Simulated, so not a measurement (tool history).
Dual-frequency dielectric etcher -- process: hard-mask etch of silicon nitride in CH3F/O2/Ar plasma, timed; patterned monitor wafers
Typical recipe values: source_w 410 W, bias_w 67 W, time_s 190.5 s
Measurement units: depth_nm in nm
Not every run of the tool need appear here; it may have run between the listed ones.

run	day	source_w	bias_w	time_s	read-back reference wafer on the same gauge, depth_nm	depth_nm
1	0.000	410	67	190.5	135.0	150.7
2	2.738	410	67	190.5	135.0	151.3
# day 10.696: wet clean of the chamber
3	10.717	410	67	190.5	135.0	150.0
4	13.779	450	67	190.5	134.9	158.5
5	17.350	410	67	190.5	135.1	152.2
6	21.429	410	67	190.5	134.9	152.8
7	24.246	440	67	226.0	135.0	187.1
8	26.104	440	67	226.0	135.1	188.1
# day 27.783: wet clean of the chamber
9	29.058	410	67	190.5	135.1	151.6
10	30.862	410	67	190.5	135.2	151.7
11	33.483	410	67	190.5	135.0	152.3
12	35.062	320	57	217.5	135.2	152.0
# day 41.229: wet clean of the chamber
# day 45.350: gauge calibrated
13	48.183	410	67	190.5	135.0	152.8
# day 48.779: bias power generator calibrated
# day 50.896: source power generator calibrated
14	52.379	410	67	190.5	135.0	152.2
# day 53.625: upper electrode replaced, of another model than before
# day 56.242: wet clean of the chamber
15	56.262	410	67	236.5	135.0	186.3
16	59.329	410	67	190.5	135.0	151.4
17	62.825	440	67	156.0	135.0	126.8
18	65.954	410	62	190.5	134.9	152.1
19	67.838	320	52	154.0	135.0	113.9
20	69.475	410	67	146.0	135.0	117.4
21	71.333	410	67	190.5	135.0	153.3
# day 73.825: wet clean of the chamber
22	73.846	470	72	207.5	134.9	171.2
23	75.554	410	57	190.5	135.1	148.1

Measured result minus the same run's result without the hidden state. Both carry the same run-to-run variation, though not necessarily the same gauge scatter:
Hidden conditions of the tool in this case: etch rate over this chamber's usual, %; source power that arrives over what is set, %; bias power that arrives over what is set, %; gauge reads high (%).
run	depth_nm
1	+0.9
2	+1.5
3	-0.2
4	+0.4
5	+1.2
6	+2.1
7	+3.3
8	+3.9
9	+0.4
10	+0.8
11	+1.3
12	+1.7
13	+1.3
14	+2.2
15	-0.2
16	+0.6
17	+1.2
18	+2.1
19	+1.8
20	+2.2
21	+3.2
22	-0.1
23	+0.3
